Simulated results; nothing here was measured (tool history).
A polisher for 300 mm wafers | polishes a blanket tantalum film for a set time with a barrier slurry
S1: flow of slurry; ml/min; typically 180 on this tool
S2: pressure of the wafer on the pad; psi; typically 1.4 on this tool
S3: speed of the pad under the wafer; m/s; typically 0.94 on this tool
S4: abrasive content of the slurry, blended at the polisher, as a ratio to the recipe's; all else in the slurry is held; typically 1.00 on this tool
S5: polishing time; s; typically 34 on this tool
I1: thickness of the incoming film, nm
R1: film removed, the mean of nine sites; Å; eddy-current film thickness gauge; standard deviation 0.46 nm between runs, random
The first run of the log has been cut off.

{"run": 2, "hour": 28.8, "S1": 180, "S2": 1.4, "S3": 0.94, "S4": 1.0, "S5": 34, "I1": 346.3, "R1": 397}
{"run": 3, "hour": 56.1, "S1": 180, "S2": 1.4, "S3": 0.8, "S4": 1.0, "S5": 34, "I1": 350.0, "R1": 331}
{"hour": 69.8, "done": "slurry blender recalibrated"}
{"run": 4, "hour": 125.5, "S1": 180, "S2": 1.4, "S3": 0.94, "S4": 1.0, "S5": 34, "I1": 345.9, "R1": 387}
{"run": 5, "hour": 162.3, "S1": 180, "S2": 1.4, "S3": 0.94, "S4": 1.0, "S5": 34, "I1": 343.7, "R1": 390}
{"run": 6, "hour": 192.6, "S1": 180, "S2": 1.4, "S3": 0.94, "S4": 0.85, "S5": 34, "I1": 346.7, "R1": 367}
{"run": 7, "hour": 220.0, "S1": 180, "S2": 1.4, "S3": 0.94, "S4": 1.0, "S5": 34, "I1": 350.0, "R1": 390}
{"run": 8, "hour": 257.2, "S1": 135, "S2": 1.4, "S3": 0.94, "S4": 1.0, "S5": 34, "I1": 354.8, "R1": 362}
{"hour": 310.4, "done": "worn pad replaced by a new one"}
{"run": 9, "hour": 318.4, "S1": 135, "S2": 1.4, "S3": 0.94, "S4": 1.0, "S5": 34, "I1": 350.1, "R1": 367}
{"hour": 319.6, "done": "slurry nozzle cleaned"}
{"run": 10, "hour": 348.6, "S1": 135, "S2": 1.4, "S3": 0.94, "S4": 1.0, "S5": 34, "I1": 345.9, "R1": 379}
{"run": 11, "hour": 393.6, "S1": 180, "S2": 1.4, "S3": 0.94, "S4": 1.0, "S5": 34, "I1": 349.1, "R1": 402}
{"hour": 400.4, "done": "head pressure recalibrated"}
{"run": 12, "hour": 435.4, "S1": 245, "S2": 1.4, "S3": 0.86, "S4": 1.0, "S5": 34, "I1": 344.0, "R1": 383}
{"hour": 459.8, "done": "slurry blender recalibrated"}
{"run": 13, "hour": 475.6, "S1": 235, "S2": 1.4, "S3": 1.1, "S4": 1.0, "S5": 25, "I1": 351.0, "R1": 369}
{"run": 14, "hour": 503.1, "S1": 140, "S2": 1.0, "S3": 0.94, "S4": 0.9, "S5": 40, "I1": 348.6, "R1": 347}
{"run": 15, "hour": 567.6, "S1": 180, "S2": 1.4, "S3": 0.94, "S4": 1.0, "S5": 42, "I1": 351.2, "R1": 499}
{"run": 16, "hour": 597.1, "S1": 180, "S2": 1.4, "S3": 0.94, "S4": 1.0, "S5": 34, "I1": 353.2, "R1": 396}
{"hour": 634.3, "done": "worn pad replaced by a new one"}
{"run": 17, "hour": 663.8, "S1": 180, "S2": 1.4, "S3": 0.94, "S4": 1.2, "S5": 43, "I1": 345.1, "R1": 531}

What will run 18 give?
{"run": 18, "hour": 711.4, "S1": 180, "S2": 1.3, "S3": 0.66, "S4": 0.85, "S5": 30, "I1": 353.9, "R1": "?"}

{"run 18": {"R1": 221}}
Minus the tool's unlogged condition, the same run would have read R1 223 Å.
